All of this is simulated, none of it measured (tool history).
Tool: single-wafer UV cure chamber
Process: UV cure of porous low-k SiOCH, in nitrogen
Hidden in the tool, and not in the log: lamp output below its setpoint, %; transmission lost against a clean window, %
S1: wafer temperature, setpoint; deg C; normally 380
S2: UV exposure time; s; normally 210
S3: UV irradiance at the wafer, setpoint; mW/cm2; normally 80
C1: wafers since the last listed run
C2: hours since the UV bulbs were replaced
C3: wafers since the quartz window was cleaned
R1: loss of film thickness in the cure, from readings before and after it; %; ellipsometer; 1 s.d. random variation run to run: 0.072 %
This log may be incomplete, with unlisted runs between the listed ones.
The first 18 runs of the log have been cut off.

run	day	S1	S2	S3	C1	C2	C3	R1
19	8.492	374	310	93	66	2653.2	3459	8.434
20	8.767	388	325	93	25	2659.8	3485	8.875
# day 9.129: UV bulbs replaced
# day 9.483: quartz window cleaned
21	9.504	380	210	100	6	9.0	2	9.480
22	10.092	375	210	80	54	23.1	56	8.506
23	10.746	372	210	96	60	38.8	116	9.231
24	11.079	360	85	113	30	46.8	147	6.275
25	11.688	380	210	80	56	61.4	203	8.638
26	12.200	380	210	80	47	73.7	250	8.629
27	12.883	373	155	118	62	90.1	313	8.975
28	13.400	399	105	92	47	102.5	360	6.948
29	14.025	380	210	80	57	117.5	418	8.764
30	14.642	360	85	113	56	132.3	475	6.285
31	14.938	390	210	80	27	139.4	502	8.856
32	15.662	380	210	80	66	156.8	569	8.614
33	16.004	372	310	98	31	165.0	600	10.970
34	16.529	380	160	80	48	177.6	648	7.693
35	16.812	364	210	80	26	184.4	675	8.414
36	17.208	380	210	111	36	193.9	711	10.024
37	17.858	380	210	80	59	209.5	771	8.670

Predict each of these 3 candidate next runs independently; none follows another, all start after run 37:
A	17.879	399	210	80	1	210.0	773	?
B	17.879	368	105	80	1	210.0	773	?
C	17.879	363	105	80	1	210.0	773	?

run	R1
A	9.004
B	5.939
C	5.865
Without the tool's hidden state the same runs would have given:
run	R1
A	9.361
B	6.253
C	6.178
